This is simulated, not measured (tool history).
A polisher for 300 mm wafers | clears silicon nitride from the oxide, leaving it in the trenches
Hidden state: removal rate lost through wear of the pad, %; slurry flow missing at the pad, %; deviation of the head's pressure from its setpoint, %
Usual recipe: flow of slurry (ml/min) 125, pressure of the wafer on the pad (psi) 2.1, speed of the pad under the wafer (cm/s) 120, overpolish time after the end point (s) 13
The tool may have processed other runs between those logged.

run    hour  flow of slurry (ml/min)  pressure of the wafer on the pad (psi)  speed of the pad under the wafer (cm/s)  overpolish time after the end point (s)  wafers since the last listed run  wafers polished on this pad  hours since the slurry nozzle was cleaned  hours since the head pressure was calibrated  incoming thickness of the incoming film, nm  time until the end point was called (s)
  1     0.0                      125                                     2.1                                      120                                       19                                 0                          738                                      579.0                                         460.9                                        137.4                                    137.9
       27.2  -- slurry nozzle cleaned
  2    81.4                      155                                     2.1                                      120                                       13                               390                         1128                                       54.2                                         542.3                                        136.9                                    134.2
       87.7  -- head pressure recalibrated
      146.7  -- worn pad replaced by a new one
  3   168.5                      125                                     2.1                                      120                                       13                               393                          105                                      141.3                                          80.8                                        134.6                                    137.7
  4   216.6                      125                                     2.1                                      120                                       13                               233                          339                                      189.4                                         128.9                                        137.2                                    145.8
  5   311.7                      125                                     2.1                                      120                                       13                               461                          800                                      284.5                                         224.0                                        137.3                                    136.7
  6   372.1                      125                                     1.6                                      120                                       13                               293                         1093                                      344.9                                         284.4                                        136.3                                    187.5
  7   446.1                      125                                     1.6                                      120                                       13                               359                         1452                                      418.9                                         358.4                                        131.9                                    177.3
      482.5  -- worn pad replaced by a new one
  8   538.4                      125                                     2.1                                      120                                       13                               428                          271                                      511.2                                         450.7                                        135.8                                    136.5
      583.0  -- slurry nozzle cleaned
  9   614.4                      125                                     2.1                                      100                                       13                               363                          635                                       31.4                                         526.7                                        135.2                                    170.5
 10   703.1                      125                                     2.1                                      120                                       13                               430                         1065                                      120.1                                         615.4                                        135.7                                    136.6
      730.9  -- head pressure recalibrated
      745.8  -- worn pad replaced by a new one
 11   795.2                      125                                     2.1                                      100                                       13                               417                          239                                      212.2                                          64.3                                        136.7                                    165.0
 12   875.3                      125                                     2.1                                      120                                        7                               388                          628                                      292.3                                         144.4                                        136.2                                    137.8
 13   964.9                      125                                     1.9                                      140                                       17                               434                         1062                                      381.9                                         234.0                                        135.5                                    127.7
 14  1004.9                      125                                     1.9                                      140                                       17                               194                         1256                                      421.9                                         274.0                                        137.2                                    131.3
     1014.5  -- worn pad replaced by a new one
 15  1045.1                      125                                     2.1                                      102                                       13                               175                          148                                      462.1                                         314.2                                        135.2                                    164.6
 16  1087.0                      125                                     2.6                                       82                                       13                               203                          351                                      504.0                                         356.1                                        134.1                                    160.1
 17  1130.4                      160                                     2.1                                      120                                       13                               210                          562                                      547.4                                         399.5                                        134.5                                    133.0
 18  1188.0                      125                                     2.1                                      120                                       13                               279                          841                                      605.0                                         457.1                                        137.5                                    137.1
     1191.6  -- slurry nozzle cleaned
 19  1236.5                      110                                     2.1                                      154                                       13                               230                         1072                                       44.9                                         505.6                                        134.1                                    112.9
     1326.2  -- worn pad replaced by a new one
     1375.8  -- head pressure recalibrated
 20  1469.3                      145                                     2.1                                      120                                       13                              1100                          684                                      277.7                                          93.5                                        133.9                                    133.7

For each run, what was the tool's unlogged condition?
removal rate lost through wear of the pad, %: 0 at every run
slurry flow missing at the pad, %: 0 at every run
deviation of the head's pressure from its setpoint, %: 0 at every run
